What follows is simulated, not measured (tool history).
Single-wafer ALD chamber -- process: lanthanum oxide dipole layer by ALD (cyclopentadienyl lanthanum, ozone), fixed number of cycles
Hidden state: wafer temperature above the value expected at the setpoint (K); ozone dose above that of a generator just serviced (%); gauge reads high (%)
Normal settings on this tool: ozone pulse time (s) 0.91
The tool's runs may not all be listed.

run     day  ozone pulse time (s)  wafers since the last listed run  hours since the last thermocouple change  hours since the last ozone generator service  hours since the showerhead was replaced  hours since the gauge calibration  read-back reference wafer on the same gauge, thickness_nm  mean film thickness on the monitor wafer (Å)
  1   0.000                  0.91                                 0                                    2489.7                                         474.2                                   5736.5                              944.2                                                      0.505                                          4.36
  2   2.875                  0.91                              1663                                    2558.7                                         543.2                                   5805.5                             1013.2                                                      0.507                                          4.34
  3   5.871                  0.64                              1733                                    2630.6                                         615.1                                   5877.4                             1085.1                                                      0.506                                          3.67
      6.808  -- gauge calibrated
  4   7.254                  0.64                               800                                    2663.8                                         648.3                                   5910.6                               10.7                                                      0.507                                          3.67
  5   8.750                  0.91                               865                                    2699.7                                         684.2                                   5946.5                               46.6                                                      0.505                                          4.34
  6  10.754                  0.91                              1159                                    2747.8                                         732.3                                   5994.6                               94.7                                                      0.506                                          4.31
  7  12.550                  0.91                              1039                                    2790.9                                         775.4                                   6037.7                              137.8                                                      0.506                                          4.32
     13.688  -- thermocouple changed; heater temperature recalibrated
  8  13.846                  0.91                               556                                       3.8                                         806.5                                   6068.8                              168.9                                                      0.507                                          4.29
  9  16.821                  0.91                              1721                                      75.2                                         877.9                                   6140.2                              240.3                                                      0.506                                          4.31
     18.146  -- showerhead replaced
 10  18.167                  0.91                               585                                     107.5                                         910.2                                      0.5                              272.6                                                      0.505                                          4.32
     19.400  -- ozone generator serviced
 11  19.421                  0.83                               532                                     137.6                                           0.5                                     30.6                              302.7                                                      0.506                                          4.46
 12  20.404                  0.83                               568                                     161.2                                          24.1                                     54.2                              326.3                                                      0.505                                          4.46
 13  21.850                  0.83                               836                                     195.9                                          58.8                                     88.9                              361.0                                                      0.506                                          4.44
 14  24.596                  0.91                              1588                                     261.8                                         124.7                                    154.8                              426.9                                                      0.506                                          4.58
 15  26.412                  0.91                              1051                                     305.4                                         168.3                                    198.4                              470.5                                                      0.506                                          4.49
 16  28.379                  0.71                              1137                                     352.6                                         215.5                                    245.6                              517.7                                                      0.506                                          4.04
 17  29.662                  0.75                               742                                     383.4                                         246.3                                    276.4                              548.5                                                      0.505                                          4.14
 18  37.442                  1.06                              4500                                     570.1                                         433.0                                    463.1                              735.2                                                      0.506                                          4.66
 19  38.492                  1.21                               607                                     595.3                                         458.2                                    488.3                              760.4                                                      0.505                                          4.82
 20  40.871                  1.06                              1376                                     652.4                                         515.3                                    545.4                              817.5                                                      0.506                                          4.64
 21  42.438                  1.18                               906                                     690.0                                         552.9                                    583.0                              855.1                                                      0.507                                          4.78
     44.096  -- gauge calibrated
 22  44.133                  1.19                               981                                     730.7                                         593.6                                    623.7                                0.9                                                      0.505                                          4.74
 23  46.300                  0.91                              1253                                     782.7                                         645.6                                    675.7                               52.9                                                      0.506                                          4.36
 24  48.050                  1.01                              1012                                     824.7                                         687.6                                    717.7                               94.9                                                      0.505                                          4.49
 25  49.512                  1.09                               846                                     859.8                                         722.7                                    752.8                              130.0                                                      0.507                                          4.63
 26  51.688                  0.91                              1258                                     912.0                                         774.9                                    805.0                              182.2                                                      0.505                                          4.35
 27  53.692                  0.91                              1159                                     960.1                                         823.0                                    853.1                              230.3                                                      0.505                                          4.35
 28  55.688                  0.78                              1154                                    1008.0                                         870.9                                    901.0                              278.2                                                      0.505                                          4.05
 29  56.825                  0.91                               658                                    1035.3                                         898.2                                    928.3                              305.5                                                      0.506                                          4.33

Run 30, settings as shown, results not yet in. Your forecast:
 30  58.508                  0.91                               973                                    1075.7                                         938.6                                    968.7                              345.9                                                          ?                                             ?

Run 30 gave read-back reference wafer on the same gauge, thickness_nm 0.505, mean film thickness on the monitor wafer (Å) 4.34.
With the hidden condition absent and the run-to-run variation left alone, this run would have shown mean film thickness on the monitor wafer (Å) 4.64.

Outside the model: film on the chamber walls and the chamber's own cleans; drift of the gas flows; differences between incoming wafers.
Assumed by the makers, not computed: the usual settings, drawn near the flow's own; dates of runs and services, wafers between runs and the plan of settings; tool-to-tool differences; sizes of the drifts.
